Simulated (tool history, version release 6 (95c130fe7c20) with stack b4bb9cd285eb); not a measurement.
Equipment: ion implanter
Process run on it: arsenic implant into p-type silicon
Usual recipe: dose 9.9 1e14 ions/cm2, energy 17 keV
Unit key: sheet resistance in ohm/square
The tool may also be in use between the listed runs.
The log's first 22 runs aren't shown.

run,hour,dose,energy,"read-back reference wafer on the same gauge, sheet resistance",sheet resistance
23,1397.9,7.48,21,139.03,156.36
24,1461,8.37,12,138.82,156.79
25,1525.8,7.58,19.5,138.91,158.14
26,1642.8,12.54,12,139.02,127.47
# hour 1687.8: Faraday cup replaced and dose calibrated
27,1688.3,6.94,17,139.02,168.74
28,1738.7,9.9,17,138.93,134.7
29,1790.8,6.94,17,139.13,169.26
30,1827.6,9.9,17,138.84,134.2
31,1876.3,8.67,20.5,138.89,140.84
32,1938.4,9.9,17,139.02,134.03
33,1964.8,8.95,12,139.32,149.43
34,1995,9.9,17,138.92,135.42
35,2062.3,12.62,18.5,139.05,117.2
36,2111,9.9,17,139.06,133.46

Each row is a separate what-if for the run after 36, all from the same tool condition, not one after another. Results?
A,2111.4,9.9,17,?,?
B,2111.4,11.68,17,?,?
C,2111.4,9.12,17,?,?

run,"read-back reference wafer on the same gauge, sheet resistance",sheet resistance
A,139.1,134.34
B,139.1,123.07
C,139.1,141.04
Without the tool's hidden state the same runs would have given:
run,sheet resistance
A,133.67
B,122.56
C,140.29
